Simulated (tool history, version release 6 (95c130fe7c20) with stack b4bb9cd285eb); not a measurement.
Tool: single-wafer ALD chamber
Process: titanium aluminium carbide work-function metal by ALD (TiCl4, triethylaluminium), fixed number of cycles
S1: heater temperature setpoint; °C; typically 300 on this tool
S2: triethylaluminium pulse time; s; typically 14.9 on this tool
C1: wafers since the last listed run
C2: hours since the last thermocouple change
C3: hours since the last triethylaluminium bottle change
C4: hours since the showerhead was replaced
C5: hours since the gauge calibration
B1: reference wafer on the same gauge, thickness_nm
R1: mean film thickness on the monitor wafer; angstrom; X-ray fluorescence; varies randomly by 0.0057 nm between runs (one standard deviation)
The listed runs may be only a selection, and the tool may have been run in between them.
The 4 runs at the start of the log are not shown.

Run 5, hour 52.3: usual settings but S2 16.78 s; C1 175; C2 916.2; C3 1773; C4 4174.2; C5 321.7; B1 2.72. Result: R1 23.52 angstrom.
Run 6, hour 64.7: usual settings but S1 295 °C; C1 145; C2 928.6; C3 1785.4; C4 4186.6; C5 334.1; B1 2.723. Result: R1 22.96 angstrom.
Run 7, hour 80.8: usual settings but S1 295 °C; C1 188; C2 944.7; C3 1801.5; C4 4202.7; C5 350.2; B1 2.722. Result: R1 22.98 angstrom.
At hour 101.4: triethylaluminium bottle replaced.
Run 8, hour 101.9: usual settings but S1 295 °C; C1 153; C2 965.8; C3 0.5; C4 4223.8; C5 371.3; B1 2.72. Result: R1 22.97 angstrom.
Run 9, hour 105.9: usual settings but S2 13.49 s; C1 46; C2 969.8; C3 4.5; C4 4227.8; C5 375.3; B1 2.721. Result: R1 23.41 angstrom.
Run 10, hour 119: usual settings but S2 13.49 s; C1 153; C2 982.9; C3 17.6; C4 4240.9; C5 388.4; B1 2.716. Result: R1 23.34 angstrom.
Run 11, hour 125.3: usual settings but S2 13.49 s; C1 73; C2 989.2; C3 23.9; C4 4247.2; C5 394.7; B1 2.722. Result: R1 23.3 angstrom.
Run 12, hour 142.3: usual settings; C1 198; C2 1006.2; C3 40.9; C4 4264.2; C5 411.7; B1 2.719. Result: R1 23.45 angstrom.
At hour 152.7: showerhead replaced.
Run 13, hour 159.9: usual settings; C1 112; C2 1023.8; C3 58.5; C4 7.2; C5 429.3; B1 2.719. Result: R1 23.48 angstrom.
At hour 165.9: gauge calibrated.
Run 14, hour 173.4: usual settings; C1 158; C2 1037.3; C3 72; C4 20.7; C5 7.5; B1 2.722. Result: R1 23.36 angstrom.
Run 15, hour 189.8: usual settings; C1 191; C2 1053.7; C3 88.4; C4 37.1; C5 23.9; B1 2.721. Result: R1 23.49 angstrom.
Run 16, hour 206.5: usual settings; C1 195; C2 1070.4; C3 105.1; C4 53.8; C5 40.6; B1 2.719. Result: R1 23.43 angstrom.
Run 17, hour 222.4: usual settings but S1 293 °C, S2 19.77 s; C1 186; C2 1086.3; C3 121; C4 69.7; C5 56.5; B1 2.721. Result: R1 23.07 angstrom.
Run 18, hour 228.8: usual settings but S1 288 °C, S2 12.83 s; C1 74; C2 1092.7; C3 127.4; C4 76.1; C5 62.9; B1 2.721. Result: R1 22.26 angstrom.
Run 19, hour 240.9: usual settings but S1 292 °C, S2 16.84 s; C1 141; C2 1104.8; C3 139.5; C4 88.2; C5 75; B1 2.723. Result: R1 22.91 angstrom.
Run 20, hour 248.9: usual settings; C1 93; C2 1112.8; C3 147.5; C4 96.2; C5 83; B1 2.719. Result: R1 23.49 angstrom.
Run 21, hour 255.8: usual settings but S1 314 °C; C1 80; C2 1119.7; C3 154.4; C4 103.1; C5 89.9; B1 2.721. Result: R1 24.64 angstrom.
Run 22, hour 266.9: usual settings but S2 19.51 s; C1 129; C2 1130.8; C3 165.5; C4 114.2; C5 101; B1 2.72. Result: R1 23.58 angstrom.

What will run 23 give?
Run 23, hour 278.5: usual settings but S1 312 °C, S2 20.44 s; C1 135; C2 1142.4; C3 177.1; C4 125.8; C5 112.6; B1 ?. Result: R1 ?.

Run 23 measured B1 2.72, R1 24.65 angstrom.
Minus the tool's unlogged condition, the same run would have read R1 24.14 angstrom.
